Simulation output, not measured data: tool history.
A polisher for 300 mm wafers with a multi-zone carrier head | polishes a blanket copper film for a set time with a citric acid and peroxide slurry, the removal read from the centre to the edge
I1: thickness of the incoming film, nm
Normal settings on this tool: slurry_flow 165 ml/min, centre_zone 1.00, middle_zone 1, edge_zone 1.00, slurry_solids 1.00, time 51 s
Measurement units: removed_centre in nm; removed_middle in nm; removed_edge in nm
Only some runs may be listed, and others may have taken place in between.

{"run": 1, "day": 0.0, "slurry_flow": 135, "centre_zone": 1.0, "middle_zone": 1, "edge_zone": 1.0, "slurry_solids": 1.0, "time": 45, "I1": 1091.4, "removed_centre": 77.6, "removed_middle": 81.5, "removed_edge": 83.1}
{"run": 2, "day": 2.254, "slurry_flow": 165, "centre_zone": 1.0, "middle_zone": 1, "edge_zone": 1.0, "slurry_solids": 1.1, "time": 51, "I1": 1087.1, "removed_centre": 93.6, "removed_middle": 98.2, "removed_edge": 99.2}
{"run": 3, "day": 4.712, "slurry_flow": 165, "centre_zone": 1.0, "middle_zone": 1, "edge_zone": 1.0, "slurry_solids": 1.1, "time": 51, "I1": 1093.2, "removed_centre": 92.2, "removed_middle": 99.3, "removed_edge": 98.9}
{"run": 4, "day": 6.175, "slurry_flow": 165, "centre_zone": 1.0, "middle_zone": 1, "edge_zone": 1.0, "slurry_solids": 1.1, "time": 51, "I1": 1104.6, "removed_centre": 94.3, "removed_middle": 99.1, "removed_edge": 100.3}
{"day": 6.908, "done": "worn pad replaced by a new one"}
{"day": 7.212, "done": "centre zone pressure recalibrated"}
{"run": 5, "day": 7.346, "slurry_flow": 165, "centre_zone": 1.0, "middle_zone": 1, "edge_zone": 1.0, "slurry_solids": 1.0, "time": 51, "I1": 1098.0, "removed_centre": 87.3, "removed_middle": 96.3, "removed_edge": 98.0}
{"day": 8.142, "done": "carrier head's membrane replaced by a new one"}
{"run": 6, "day": 9.346, "slurry_flow": 165, "centre_zone": 1.0, "middle_zone": 1, "edge_zone": 1.0, "slurry_solids": 1.0, "time": 51, "I1": 1089.9, "removed_centre": 86.9, "removed_middle": 96.4, "removed_edge": 95.7}
{"run": 7, "day": 11.829, "slurry_flow": 165, "centre_zone": 1.0, "middle_zone": 1, "edge_zone": 1.0, "slurry_solids": 1.0, "time": 51, "I1": 1107.3, "removed_centre": 87.3, "removed_middle": 97.5, "removed_edge": 96.2}
{"run": 8, "day": 13.158, "slurry_flow": 165, "centre_zone": 1.0, "middle_zone": 1, "edge_zone": 1.0, "slurry_solids": 1.0, "time": 51, "I1": 1100.3, "removed_centre": 85.2, "removed_middle": 95.9, "removed_edge": 96.4}
{"run": 9, "day": 14.85, "slurry_flow": 165, "centre_zone": 1.0, "middle_zone": 1, "edge_zone": 1.0, "slurry_solids": 1.0, "time": 51, "I1": 1106.1, "removed_centre": 84.2, "removed_middle": 96.3, "removed_edge": 96.6}
{"run": 10, "day": 16.142, "slurry_flow": 165, "centre_zone": 1.0, "middle_zone": 1, "edge_zone": 1.0, "slurry_solids": 1.15, "time": 51, "I1": 1102.7, "removed_centre": 87.7, "removed_middle": 99.0, "removed_edge": 100.3}
{"day": 17.408, "done": "worn pad replaced by a new one"}
{"day": 18.817, "done": "centre zone pressure recalibrated, repeated, since the last time left the tool worse"}
{"run": 11, "day": 18.838, "slurry_flow": 165, "centre_zone": 0.92, "middle_zone": 1, "edge_zone": 1.0, "slurry_solids": 1.0, "time": 51, "I1": 1102.5, "removed_centre": 93.2, "removed_middle": 95.6, "removed_edge": 98.6}
{"day": 21.154, "done": "slurry nozzle cleaned"}
{"run": 12, "day": 21.442, "slurry_flow": 165, "centre_zone": 1.0, "middle_zone": 1, "edge_zone": 1.0, "slurry_solids": 1.0, "time": 51, "I1": 1092.4, "removed_centre": 98.8, "removed_middle": 96.0, "removed_edge": 96.4}
{"run": 13, "day": 22.65, "slurry_flow": 165, "centre_zone": 1.0, "middle_zone": 1, "edge_zone": 1.0, "slurry_solids": 0.75, "time": 44, "I1": 1107.6, "removed_centre": 80.0, "removed_middle": 77.6, "removed_edge": 78.1}

Forecast run 14:
{"run": 14, "day": 23.908, "slurry_flow": 190, "centre_zone": 1.0, "middle_zone": 1, "edge_zone": 1.11, "slurry_solids": 1.0, "time": 51, "I1": 1114.6, "removed_centre": "?", "removed_middle": "?", "removed_edge": "?"}

{"run 14": {"removed_centre": 100.2, "removed_middle": 98.2, "removed_edge": 103.8}}
Were there no unlogged condition in the tool, this run, its random variation unchanged, would have produced removed_centre 99.2 nm, removed_middle 98.2 nm, removed_edge 103.8 nm.

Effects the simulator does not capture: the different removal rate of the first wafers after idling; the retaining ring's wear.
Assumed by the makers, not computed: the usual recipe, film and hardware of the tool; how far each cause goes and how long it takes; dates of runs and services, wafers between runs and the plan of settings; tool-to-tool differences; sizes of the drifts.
